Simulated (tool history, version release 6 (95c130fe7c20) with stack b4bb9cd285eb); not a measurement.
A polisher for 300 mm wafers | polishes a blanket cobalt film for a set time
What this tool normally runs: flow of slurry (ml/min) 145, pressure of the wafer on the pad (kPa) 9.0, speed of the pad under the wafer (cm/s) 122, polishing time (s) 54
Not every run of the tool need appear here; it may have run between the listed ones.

run    hour  flow of slurry (ml/min)  pressure of the wafer on the pad (kPa)  speed of the pad under the wafer (cm/s)  polishing time (s)  incoming thickness of the incoming film, nm  film removed (angstrom)
  1     0.0                      145                                     9.7                                      122                  54                                        977.4                     2314
  2    91.2                      145                                     9.7                                      122                  54                                        999.5                     2295
      183.1  -- slurry nozzle cleaned
  3   184.1                      145                                     9.0                                      122                  48                                        980.6                     1900
      215.2  -- worn pad replaced by a new one
  4   257.5                      145                                     9.0                                      122                  48                                       1000.6                     1929
  5   358.9                      145                                     9.0                                      122                  48                                        998.0                     1964
  6   448.4                      145                                     6.9                                      122                  54                                        992.4                     1705
      500.8  -- head pressure recalibrated
      504.8  -- worn pad replaced by a new one
  7   523.7                      145                                     6.9                                      122                  54                                       1001.3                     1564
  8   599.9                      145                                     9.0                                      122                  54                                        972.4                     2046
  9   798.1                      145                                     6.9                                      122                  54                                        988.8                     1640
      846.7  -- worn pad replaced by a new one
 10   847.2                      145                                     9.0                                      110                  54                                       1009.8                     1911
      895.7  -- slurry nozzle cleaned
 11   933.5                      195                                     7.6                                      122                  54                                        997.9                     1892
 12  1018.0                      145                                     9.0                                      122                  54                                        998.3                     2144
 13  1063.7                      145                                     9.0                                      122                  45                                        984.4                     1801
 14  1152.9                      110                                     9.0                                      108                  54                                        971.4                     1802
     1185.1  -- worn pad replaced by a new one
 15  1208.0                      145                                     9.0                                      160                  54                                        971.0                     2878
 16  1255.8                      145                                     6.9                                      122                  46                                       1009.7                     1458
     1460.4  -- worn pad replaced by a new one
 17  1514.9                      145                                     9.7                                      138                  45                                        998.1                     2287

Each row is a separate what-if for the run after 17, all from the same tool condition, not one after another. Results?
  A  1515.3                      100                                     9.0                                      122                  54                                        996.9                        ?
  B  1515.3                      145                                     9.7                                      154                  54                                        996.9                        ?
  C  1515.3                      145                                    11.7                                      106                  54                                        996.9                        ?
  D  1515.3                      160                                     9.0                                      100                  42                                        996.9                        ?
  E  1515.3                      165                                     9.0                                      144                  54                                        996.9                        ?

run  film removed (angstrom)
  A                     2074
  B                     3024
  C                     2527
  D                     1440
  E                     2679
The same runs, with their run-to-run variation unchanged, on a tool lacking any hidden condition would have given:
run  film removed (angstrom)
  A                     1912
  B                     2788
  C                     2331
  D                     1328
  E                     2470
